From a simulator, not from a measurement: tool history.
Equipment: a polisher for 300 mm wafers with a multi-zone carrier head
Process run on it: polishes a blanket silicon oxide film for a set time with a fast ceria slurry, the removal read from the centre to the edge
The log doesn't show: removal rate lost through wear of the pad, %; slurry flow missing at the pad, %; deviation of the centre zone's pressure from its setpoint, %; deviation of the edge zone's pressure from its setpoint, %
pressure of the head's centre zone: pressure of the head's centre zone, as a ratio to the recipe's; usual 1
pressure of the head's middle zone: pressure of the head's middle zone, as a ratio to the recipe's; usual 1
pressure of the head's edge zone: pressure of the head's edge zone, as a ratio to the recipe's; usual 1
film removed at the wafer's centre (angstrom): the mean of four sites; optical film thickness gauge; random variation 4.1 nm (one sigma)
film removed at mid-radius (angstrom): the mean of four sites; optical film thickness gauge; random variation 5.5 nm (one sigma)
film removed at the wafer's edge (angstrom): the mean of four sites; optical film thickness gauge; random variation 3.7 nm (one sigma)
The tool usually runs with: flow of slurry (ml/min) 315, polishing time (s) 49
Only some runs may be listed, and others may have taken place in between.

run,hour,flow of slurry (ml/min),pressure of the head's centre zone,pressure of the head's middle zone,pressure of the head's edge zone,polishing time (s),wafers since the last listed run,wafers polished on this pad,hours since the slurry nozzle was cleaned,hours since the centre zone pressure was calibrated,hours since the edge zone pressure was calibrated,hours since the carrier head's membrane was replaced,"incoming thickness of the incoming film, nm",film removed at the wafer's centre (angstrom),film removed at mid-radius (angstrom),film removed at the wafer's edge (angstrom)
1,0,315,1,1,1,49,0,294,259.8,458.3,1145.5,1015.4,1649.8,5192,5147,5049
2,14.7,315,1,1,1,49,162,457,274.5,473,1160.2,1030.1,1692.6,5227,5051,4953
3,34.4,315,1,1,1,49,218,675,294.2,492.7,1179.9,1049.8,1707.8,5163,4990,4930
4,50.2,315,1,1,1,49,174,849,310,508.5,1195.7,1065.6,1705.2,5133,4857,4822
5,78.9,315,1,1,1,49,317,1167,338.7,537.2,1224.4,1094.3,1699.5,4979,4729,4644
# hour 111.1: worn pad replaced by a new one
6,111.6,315,1,1,1,49,317,5,371.4,569.9,1257.1,1127,1690.5,5374,5231,5123
# hour 119.1: carrier head's membrane replaced by a new one
7,131.1,315,1.02,1,1,49,160,165,390.9,589.4,1276.6,12,1702.5,5543,5137,4996
8,143.2,315,1.06,1.09,0.96,49,133,299,403,601.5,1288.7,24.1,1674.2,5665,5469,4918
9,164,315,1,1,1,49,230,529,423.8,622.3,1309.5,44.9,1667.5,5392,4929,4985
# hour 189.6: centre zone pressure recalibrated
10,190.1,370,1.1,1,1,49,266,796,449.9,0.5,1335.6,71,1657.4,5297,4992,4799
# hour 201.4: slurry nozzle cleaned
# hour 207.1: edge zone pressure recalibrated
11,211.5,315,1,1,1,49,203,1000,10.1,21.9,4.4,92.4,1678.1,4793,4758,4715
12,225.6,315,1,0.95,0.93,49,156,1156,24.2,36,18.5,106.5,1704.1,4649,4543,4475
# hour 231.2: worn pad replaced by a new one
13,239.9,315,1,1,1,54,113,96,38.5,50.3,32.8,120.8,1673.5,5446,5430,5432
14,257.8,385,1.09,1.11,1,49,198,294,56.4,68.2,50.7,138.7,1674.5,5242,5462,4927
15,292,220,1,1,1,56,378,672,90.6,102.4,84.9,172.9,1702.5,5339,5381,5387

What was the tool's hidden state at every run in the log?
slurry flow missing at the pad, %: 0 across all the runs
deviation of the edge zone's pressure from its setpoint, %: 0 across all the runs
H1: removal rate lost through wear of the pad, %
H2: deviation of the centre zone's pressure from its setpoint, %
run,H1,H2
1,1.44,5.65
2,2.1,5.98
3,3.44,6.44
4,4.89,6.83
5,8.37,7.56
6,0.272,8.45
7,0.538,9
8,0.957,9.35
9,2.13,9.97
10,4.42,0.114
11,6.97,0.126
12,8.99,0.145
13,3.54,0.176
14,3.96,0.227
15,5.95,0.37
